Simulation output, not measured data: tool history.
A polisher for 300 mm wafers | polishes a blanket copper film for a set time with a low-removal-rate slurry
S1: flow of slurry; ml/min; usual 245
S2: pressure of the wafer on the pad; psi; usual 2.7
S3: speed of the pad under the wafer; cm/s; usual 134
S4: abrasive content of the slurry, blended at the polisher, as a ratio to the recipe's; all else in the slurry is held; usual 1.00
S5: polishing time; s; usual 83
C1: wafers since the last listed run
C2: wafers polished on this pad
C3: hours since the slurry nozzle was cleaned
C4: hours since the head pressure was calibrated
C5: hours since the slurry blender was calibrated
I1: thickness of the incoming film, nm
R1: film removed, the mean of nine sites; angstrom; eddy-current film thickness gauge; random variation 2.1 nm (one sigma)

run,day,S1,S2,S3,S4,S5,C1,C2,C3,C4,C5,I1,R1
1,0.000,245,3.4,134,1.00,83,0,532,420.3,917.0,132.2,1606.7,3303
2,2.212,245,2.7,134,1.00,83,389,922,473.4,970.1,185.3,1592.3,2587
# day 2.942: slurry blender recalibrated
# day 3.929: slurry nozzle cleaned
# day 5.146: worn pad replaced by a new one
3,6.079,245,2.7,134,1.00,83,629,164,51.6,1062.9,75.3,1597.5,2629
4,9.783,245,2.7,134,1.00,83,651,816,140.5,1151.8,164.2,1607.5,2649
# day 11.262: slurry blender recalibrated
5,13.042,245,2.7,134,1.00,83,558,1375,218.7,1230.0,42.7,1606.5,2592
# day 14.342: worn pad replaced by a new one
6,16.492,245,2.7,134,1.00,83,577,378,301.5,1312.8,125.5,1580.4,2603
7,20.017,245,2.7,134,1.00,83,620,998,386.1,1397.4,210.1,1613.8,2582
# day 20.433: slurry blender recalibrated
# day 22.292: head pressure recalibrated
# day 22.600: slurry nozzle cleaned
# day 22.921: worn pad replaced by a new one
8,23.721,245,2.7,134,1.00,83,585,141,26.9,34.3,78.9,1600.7,2482
9,26.762,205,2.7,134,1.00,83,535,676,99.9,107.3,151.9,1615.3,2424
10,28.683,245,3.1,90,0.75,83,338,1014,146.0,153.4,198.0,1625.5,1878
# day 28.967: slurry blender recalibrated
# day 29.812: slurry nozzle cleaned, repeated, since the last time left the tool worse
11,30.233,245,2.7,134,1.00,83,250,1265,10.1,190.6,30.4,1579.4,2626
# day 32.875: worn pad replaced by a new one
12,34.300,245,3.2,176,0.75,72,686,250,107.7,288.2,128.0,1597.0,3339
13,36.021,245,2.7,134,1.00,103,302,553,149.0,329.5,169.3,1595.6,3259
# day 37.108: slurry blender recalibrated
14,39.033,190,2.7,134,1.15,96,515,1069,221.3,401.8,46.2,1624.6,3039
# day 41.746: worn pad replaced by a new one
15,43.342,245,2.7,166,1.00,83,728,280,324.7,505.2,149.6,1583.5,3194

4 ways to go on from here, each from the tool as it stands after run 15. What would each give?
A,43.358,245,2.7,134,1.00,83,2,283,325.1,505.6,150.0,1611.5,?
B,43.358,245,1.8,134,1.00,83,2,283,325.1,505.6,150.0,1611.5,?
C,43.358,215,2.7,114,0.70,83,2,283,325.1,505.6,150.0,1611.5,?
D,43.358,245,2.1,134,1.00,83,2,283,325.1,505.6,150.0,1611.5,?

run,R1
A,2629
B,1763
C,2092
D,2051
Without the tool's hidden state the same runs would have given:
run,R1
A,2676
B,1794
C,2133
D,2088
